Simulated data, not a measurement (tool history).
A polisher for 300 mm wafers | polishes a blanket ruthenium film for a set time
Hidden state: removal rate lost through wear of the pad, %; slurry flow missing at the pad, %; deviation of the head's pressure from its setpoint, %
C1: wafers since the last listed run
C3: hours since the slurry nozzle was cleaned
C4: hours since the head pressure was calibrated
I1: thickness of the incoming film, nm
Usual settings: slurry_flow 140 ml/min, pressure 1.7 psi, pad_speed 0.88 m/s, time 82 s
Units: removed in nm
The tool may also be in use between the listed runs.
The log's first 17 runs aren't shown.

run 18 hour=1285.5 | slurry_flow=105 pressure=1.9 pad_speed=0.68 time=104 | C1=433 wafers_polished_on_this_pad=1787 C3=574.7 C4=515.3 | I1=469.1 | removed=75.4
run 19 hour=1323.1 | slurry_flow=140 pressure=1.7 pad_speed=0.88 time=61 | C1=280 wafers_polished_on_this_pad=2068 C3=612.3 C4=552.9 | I1=474.8 | removed=50.5
-- hour=1348.4 head pressure recalibrated
-- hour=1363.8 slurry nozzle cleaned
run 20 hour=1378.9 | slurry_flow=140 pressure=1.7 pad_speed=0.88 time=90 | C1=393 wafers_polished_on_this_pad=2461 C3=15.1 C4=30.5 | I1=461.9 | removed=64.5
run 21 hour=1438.4 | slurry_flow=125 pressure=1.5 pad_speed=0.88 time=68 | C1=443 wafers_polished_on_this_pad=2905 C3=74.6 C4=90.0 | I1=468.8 | removed=44.3
run 22 hour=1486.8 | slurry_flow=140 pressure=1.7 pad_speed=0.88 time=82 | C1=360 wafers_polished_on_this_pad=3266 C3=123.0 C4=138.4 | I1=474.8 | removed=64.2
run 23 hour=1563.4 | slurry_flow=95 pressure=2.0 pad_speed=0.88 time=82 | C1=570 wafers_polished_on_this_pad=3837 C3=199.6 C4=215.0 | I1=469.5 | removed=70.7
-- hour=1582.5 worn pad replaced by a new one
run 24 hour=1664.9 | slurry_flow=155 pressure=1.7 pad_speed=0.88 time=111 | C1=726 wafers_polished_on_this_pad=614 C3=301.1 C4=316.5 | I1=467.7 | removed=87.7
run 25 hour=1897.1 | slurry_flow=140 pressure=1.5 pad_speed=0.88 time=60 | C1=1730 wafers_polished_on_this_pad=2345 C3=533.3 C4=548.7 | I1=467.1 | removed=42.0
-- hour=1910.4 slurry nozzle cleaned
run 26 hour=1985.6 | slurry_flow=140 pressure=1.2 pad_speed=0.88 time=59 | C1=652 wafers_polished_on_this_pad=2997 C3=75.2 C4=637.2 | I1=471.5 | removed=33.8
-- hour=1992.5 head pressure recalibrated
run 27 hour=2025.9 | slurry_flow=140 pressure=1.2 pad_speed=0.88 time=64 | C1=285 wafers_polished_on_this_pad=3282 C3=115.5 C4=33.4 | I1=468.3 | removed=33.1
run 28 hour=2100.2 | slurry_flow=160 pressure=1.7 pad_speed=0.88 time=60 | C1=553 wafers_polished_on_this_pad=3836 C3=189.8 C4=107.7 | I1=469.8 | removed=46.5
-- hour=2179.4 worn pad replaced by a new one
run 29 hour=2179.9 | slurry_flow=140 pressure=1.2 pad_speed=0.88 time=64 | C1=564 wafers_polished_on_this_pad=3 C3=269.5 C4=187.4 | I1=469.2 | removed=34.6
run 30 hour=2220.2 | slurry_flow=140 pressure=1.7 pad_speed=1.08 time=67 | C1=300 wafers_polished_on_this_pad=304 C3=309.8 C4=227.7 | I1=476.8 | removed=61.8
run 31 hour=2284.1 | slurry_flow=140 pressure=1.2 pad_speed=0.88 time=62 | C1=476 wafers_polished_on_this_pad=780 C3=373.7 C4=291.6 | I1=475.0 | removed=34.2
run 32 hour=2331.0 | slurry_flow=140 pressure=1.2 pad_speed=0.88 time=82 | C1=349 wafers_polished_on_this_pad=1130 C3=420.6 C4=338.5 | I1=474.2 | removed=47.4
run 33 hour=2411.1 | slurry_flow=185 pressure=1.7 pad_speed=0.88 time=68 | C1=597 wafers_polished_on_this_pad=1727 C3=500.7 C4=418.6 | I1=468.0 | removed=56.8
-- hour=2440.1 slurry nozzle cleaned
run 34 hour=2492.5 | slurry_flow=140 pressure=1.7 pad_speed=0.88 time=82 | C1=599 wafers_polished_on_this_pad=2326 C3=52.4 C4=500.0 | I1=461.9 | removed=64.7
-- hour=2517.5 head pressure recalibrated
run 35 hour=2597.6 | slurry_flow=120 pressure=2.0 pad_speed=1.00 time=82 | C1=768 wafers_polished_on_this_pad=3095 C3=157.5 C4=80.1 | I1=468.8 | removed=79.2
-- hour=2668.6 worn pad replaced by a new one
run 36 hour=2672.1 | slurry_flow=140 pressure=1.2 pad_speed=0.88 time=71 | C1=525 wafers_polished_on_this_pad=25 C3=232.0 C4=154.6 | I1=475.8 | removed=38.0

Forecast each of these 5 alternatives for the next run:
run A hour=2672.5 | slurry_flow=140 pressure=1.9 pad_speed=0.88 time=82 | C1=2 wafers_polished_on_this_pad=28 C3=232.4 C4=155.0 | I1=466.8 | removed=?
run B hour=2672.5 | slurry_flow=140 pressure=1.5 pad_speed=0.88 time=107 | C1=2 wafers_polished_on_this_pad=28 C3=232.4 C4=155.0 | I1=466.8 | removed=?
run C hour=2672.5 | slurry_flow=140 pressure=1.7 pad_speed=0.88 time=102 | C1=2 wafers_polished_on_this_pad=28 C3=232.4 C4=155.0 | I1=466.8 | removed=?
run D hour=2672.5 | slurry_flow=160 pressure=1.2 pad_speed=0.88 time=82 | C1=2 wafers_polished_on_this_pad=28 C3=232.4 C4=155.0 | I1=466.8 | removed=?
run E hour=2672.5 | slurry_flow=100 pressure=1.7 pad_speed=0.88 time=82 | C1=2 wafers_polished_on_this_pad=28 C3=232.4 C4=155.0 | I1=466.8 | removed=?

run=A removed=70.1
run=B removed=72.3
run=C removed=78.1
run=D removed=45.2
run=E removed=59.3
Without the tool's hidden state the same runs would have given:
run=A removed=65.6
run=B removed=67.6
run=C removed=73.1
run=D removed=42.3
run=E removed=55.5
